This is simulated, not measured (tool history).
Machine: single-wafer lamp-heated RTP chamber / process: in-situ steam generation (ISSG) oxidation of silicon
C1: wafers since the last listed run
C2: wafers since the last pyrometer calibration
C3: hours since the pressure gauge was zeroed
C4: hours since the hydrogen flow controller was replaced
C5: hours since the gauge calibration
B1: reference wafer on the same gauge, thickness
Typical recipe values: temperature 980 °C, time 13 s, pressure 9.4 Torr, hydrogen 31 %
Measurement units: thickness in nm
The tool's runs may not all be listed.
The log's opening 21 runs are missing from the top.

{"run": 22, "day": 45.979, "temperature": 980, "time": 13, "pressure": 9.4, "hydrogen": 31, "C1": 842, "C2": 1248, "C3": 849.8, "C4": 625.6, "C5": 474.4, "B1": 5.391, "thickness": 4.818}
{"run": 23, "day": 52.471, "temperature": 985, "time": 18, "pressure": 9.4, "hydrogen": 32, "C1": 1994, "C2": 3243, "C3": 1005.6, "C4": 781.4, "C5": 630.2, "B1": 5.393, "thickness": 5.656}
{"run": 24, "day": 54.104, "temperature": 980, "time": 13, "pressure": 9.4, "hydrogen": 31, "C1": 501, "C2": 3745, "C3": 1044.8, "C4": 820.6, "C5": 669.4, "B1": 5.392, "thickness": 4.886}
{"run": 25, "day": 62.608, "temperature": 966, "time": 13, "pressure": 9.4, "hydrogen": 32, "C1": 2613, "C2": 6358, "C3": 1248.9, "C4": 1024.7, "C5": 873.5, "B1": 5.389, "thickness": 4.693}
{"run": 26, "day": 64.529, "temperature": 980, "time": 13, "pressure": 9.4, "hydrogen": 31, "C1": 590, "C2": 6948, "C3": 1295, "C4": 1070.8, "C5": 919.6, "B1": 5.389, "thickness": 4.908}
{"run": 27, "day": 65.646, "temperature": 980, "time": 11, "pressure": 10, "hydrogen": 26, "C1": 343, "C2": 7291, "C3": 1321.8, "C4": 1097.6, "C5": 946.4, "B1": 5.385, "thickness": 4.366}
{"day": 66.162, "done": "pyrometer window cleaned and pyrometer calibrated"}
{"run": 28, "day": 67.354, "temperature": 980, "time": 17, "pressure": 9.4, "hydrogen": 31, "C1": 422, "C2": 366, "C3": 1362.8, "C4": 1138.6, "C5": 987.4, "B1": 5.392, "thickness": 5.334}
{"run": 29, "day": 69.279, "temperature": 980, "time": 13, "pressure": 9.4, "hydrogen": 31, "C1": 591, "C2": 958, "C3": 1409, "C4": 1184.8, "C5": 1033.6, "B1": 5.383, "thickness": 4.763}
{"run": 30, "day": 70.612, "temperature": 971, "time": 10, "pressure": 9.4, "hydrogen": 31, "C1": 409, "C2": 1367, "C3": 1441, "C4": 1216.8, "C5": 1065.6, "B1": 5.393, "thickness": 4.227}
{"run": 31, "day": 71.979, "temperature": 980, "time": 18, "pressure": 10.2, "hydrogen": 31, "C1": 419, "C2": 1787, "C3": 1473.8, "C4": 1249.6, "C5": 1098.4, "B1": 5.389, "thickness": 5.446}
{"run": 32, "day": 74.5, "temperature": 980, "time": 8, "pressure": 9.4, "hydrogen": 23, "C1": 774, "C2": 2562, "C3": 1534.3, "C4": 1310.1, "C5": 1158.9, "B1": 5.387, "thickness": 3.692}

Predict each of these 3 candidate next runs independently; none follows another, all start after run 32:
{"run": "A", "day": 74.517, "temperature": 980, "time": 13, "pressure": 9.4, "hydrogen": 23, "C1": 5, "C2": 2567, "C3": 1534.7, "C4": 1310.5, "C5": 1159.3, "B1": "?", "thickness": "?"}
{"run": "B", "day": 74.517, "temperature": 980, "time": 13, "pressure": 8.5, "hydrogen": 24, "C1": 5, "C2": 2567, "C3": 1534.7, "C4": 1310.5, "C5": 1159.3, "B1": "?", "thickness": "?"}
{"run": "C", "day": 74.517, "temperature": 975, "time": 13, "pressure": 8.5, "hydrogen": 32, "C1": 5, "C2": 2567, "C3": 1534.7, "C4": 1310.5, "C5": 1159.3, "B1": "?", "thickness": "?"}

run=A B1=5.389 thickness=4.483
run=B B1=5.389 thickness=4.585
run=C B1=5.389 thickness=4.872
Stripped of hidden state, with their random variation kept, the same runs would have yielded:
run=A thickness=4.462
run=B thickness=4.563
run=C thickness=4.849
